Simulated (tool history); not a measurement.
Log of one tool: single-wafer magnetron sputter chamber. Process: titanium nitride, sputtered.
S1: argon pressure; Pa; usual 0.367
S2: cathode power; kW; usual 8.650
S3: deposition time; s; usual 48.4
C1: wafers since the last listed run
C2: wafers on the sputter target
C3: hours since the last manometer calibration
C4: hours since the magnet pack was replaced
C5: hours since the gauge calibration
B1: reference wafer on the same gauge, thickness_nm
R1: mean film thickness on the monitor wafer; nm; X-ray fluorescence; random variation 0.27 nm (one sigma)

run     day     S1      S2    S3    C1    C2     C3      C4     C5      B1      R1
  1   0.000  0.403   9.100  48.4     0  1315  391.4  5367.7  699.8  89.275  77.507
      1.333  -- gauge calibrated
  2   1.712  0.332   8.650  48.4  1017  2333  432.5  5408.8    9.1  89.212  75.221
  3   4.533  0.367   8.650  48.4  1676  4009  500.2  5476.5   76.8  89.254  74.093
      5.238  -- sputter target and shields replaced
  4   5.854  0.367   8.650  48.4   586   365  531.9  5508.2  108.5  89.198  76.307
  5   7.892  0.367   8.650  48.4  1210  1576  580.8  5557.1  157.4  89.219  74.858
  6   9.325  0.367   8.650  48.4   851  2428  615.2  5591.5  191.8  89.125  73.952
  7  12.200  0.367   8.650  48.4  1708  4136  684.2  5660.5  260.8  89.220  73.923
     13.062  -- sputter target and shields replaced
  8  15.388  0.367   8.650  48.4  1696  1381  760.7  5737.0  337.3  89.201  75.996
  9  17.454  0.367   8.650  48.4  1228  2609  810.3  5786.6  386.9  89.366  74.574
     19.100  -- magnet pack replaced
 10  19.121  0.367  10.250  48.4   792  3402  850.3     0.5  426.9  89.249  87.145
 11  20.896  0.367   8.650  48.4  1054  4457  892.9    43.1  469.5  89.296  74.015
     22.067  -- sputter target and shields replaced
 12  22.450  0.367   8.650  48.4   725   226  930.2    80.4  506.8  89.124  77.704
 13  24.383  0.441   8.650  48.4  1148  1375  976.6   126.8  553.2  89.214  74.062

The next listed run, before its measurement:
 14  25.817  0.367  8.650  42.8  851  2227  1011.0  161.2  587.6   ?   ?

Run 14 gave B1 89.160, R1 66.713 nm.
Without the tool's hidden state the same run would have given R1 68.160 nm.
